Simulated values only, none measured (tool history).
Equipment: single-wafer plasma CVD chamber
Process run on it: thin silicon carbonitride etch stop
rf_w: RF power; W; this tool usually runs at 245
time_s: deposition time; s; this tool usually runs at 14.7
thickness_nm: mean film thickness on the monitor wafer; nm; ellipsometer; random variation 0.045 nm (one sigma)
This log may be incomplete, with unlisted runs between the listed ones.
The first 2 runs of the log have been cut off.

run	day	rf_w	time_s	read-back reference wafer on the same gauge, thickness_nm	thickness_nm
3	5.846	245	14.7	9.606	8.449
4	7.808	245	14.7	9.611	8.316
5	10.546	205	15.5	9.61	8.288
6	12.354	205	15.5	9.614	8.299
7	23.746	205	15.5	9.618	8.292
8	27.971	235	14.7	9.607	8.11
# day 28.892: RF generator calibrated
9	29.792	235	14.7	9.602	8.315
10	33.754	235	14.7	9.607	8.303
11	36.921	245	14.7	9.609	8.398
12	40.812	245	14.7	9.608	8.379
13	44.775	225	15.3	9.613	8.411
# day 48.308: showerhead replaced
14	48.329	225	15.3	9.615	8.438
15	51.05	230	15.3	9.611	8.469
# day 51.725: gauge calibrated
16	53.408	230	15.3	9.608	8.505
17	55.592	245	16.1	9.613	9.084

Run 18, settings as shown, results not yet in. Your forecast:
# day 56.471: thermocouple changed; heater temperature recalibrated
18	58.933	245	14.7	?	?

read-back reference wafer on the same gauge, thickness_nm: 9.606
thickness_nm: 8.275 nm
With no hidden state in the tool, this same run would have given thickness_nm 8.454 nm.

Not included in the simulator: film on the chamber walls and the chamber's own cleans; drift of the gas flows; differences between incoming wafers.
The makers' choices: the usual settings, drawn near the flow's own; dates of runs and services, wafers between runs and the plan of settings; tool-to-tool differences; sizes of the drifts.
